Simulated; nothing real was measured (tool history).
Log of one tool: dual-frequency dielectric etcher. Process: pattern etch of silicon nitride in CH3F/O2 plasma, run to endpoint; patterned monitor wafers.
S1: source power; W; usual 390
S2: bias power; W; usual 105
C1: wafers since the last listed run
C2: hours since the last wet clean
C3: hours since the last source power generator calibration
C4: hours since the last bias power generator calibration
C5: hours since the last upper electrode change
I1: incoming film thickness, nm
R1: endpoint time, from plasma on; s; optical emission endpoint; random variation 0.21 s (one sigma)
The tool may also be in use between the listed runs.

run,hour,S1,S2,C1,C2,C3,C4,C5,I1,R1
1,0.0,390,105,0,416.7,1559.9,2413.7,6449.2,65.0,72.7
2,12.0,390,105,68,428.7,1571.9,2425.7,6461.2,65.6,73.0
3,22.5,390,105,59,439.2,1582.4,2436.2,6471.7,65.3,72.9
4,28.7,390,105,35,445.4,1588.6,2442.4,6477.9,65.3,72.9
5,40.5,390,105,66,457.2,1600.4,2454.2,6489.7,65.6,73.2
6,52.9,360,105,70,469.6,1612.8,2466.6,6502.1,65.6,75.7
7,62.5,360,105,54,479.2,1622.4,2476.2,6511.7,65.3,76.2
8,79.5,390,105,96,496.2,1639.4,2493.2,6528.7,65.7,73.9
9,94.7,390,105,86,511.4,1654.6,2508.4,6543.9,65.8,74.4
10,105.7,390,105,62,522.4,1665.6,2519.4,6554.9,65.7,73.7
11,119.3,430,105,77,536.0,1679.2,2533.0,6568.5,64.9,69.8
# hour 128.5: bias power generator calibrated
# hour 144.2: wet clean of the chamber
12,145.0,460,95,33,0.8,1704.9,16.5,6594.2,65.9,66.9
13,151.4,340,82,36,7.2,1711.3,22.9,6600.6,65.7,80.5
# hour 163.9: source power generator calibrated
14,164.4,290,96,51,20.2,0.5,35.9,6613.6,65.5,83.6
# hour 190.3: upper electrode replaced
15,190.8,390,105,13,46.6,26.9,62.3,0.5,64.9,69.8
16,191.1,340,114,1,46.9,27.2,62.6,0.8,65.4,73.0
17,223.9,360,84,186,79.7,60.0,95.4,33.6,66.1,78.6
18,239.8,390,80,90,95.6,75.9,111.3,49.5,65.2,75.7
19,249.8,390,127,56,105.6,85.9,121.3,59.5,65.3,66.6

Forecast each of these 5 alternatives for the next run:
A,250.3,390,130,2,106.1,86.4,121.8,60.0,65.7,?
B,250.3,390,124,2,106.1,86.4,121.8,60.0,65.7,?
C,250.3,330,105,2,106.1,86.4,121.8,60.0,65.7,?
D,250.3,300,80,2,106.1,86.4,121.8,60.0,65.7,?
E,250.3,390,94,2,106.1,86.4,121.8,60.0,65.7,?

run,R1
A,66.8
B,67.7
C,77.1
D,87.0
E,73.1
Without the tool's hidden state the same runs would have given:
run,R1
A,66.2
B,67.1
C,76.5
D,86.3
E,72.5

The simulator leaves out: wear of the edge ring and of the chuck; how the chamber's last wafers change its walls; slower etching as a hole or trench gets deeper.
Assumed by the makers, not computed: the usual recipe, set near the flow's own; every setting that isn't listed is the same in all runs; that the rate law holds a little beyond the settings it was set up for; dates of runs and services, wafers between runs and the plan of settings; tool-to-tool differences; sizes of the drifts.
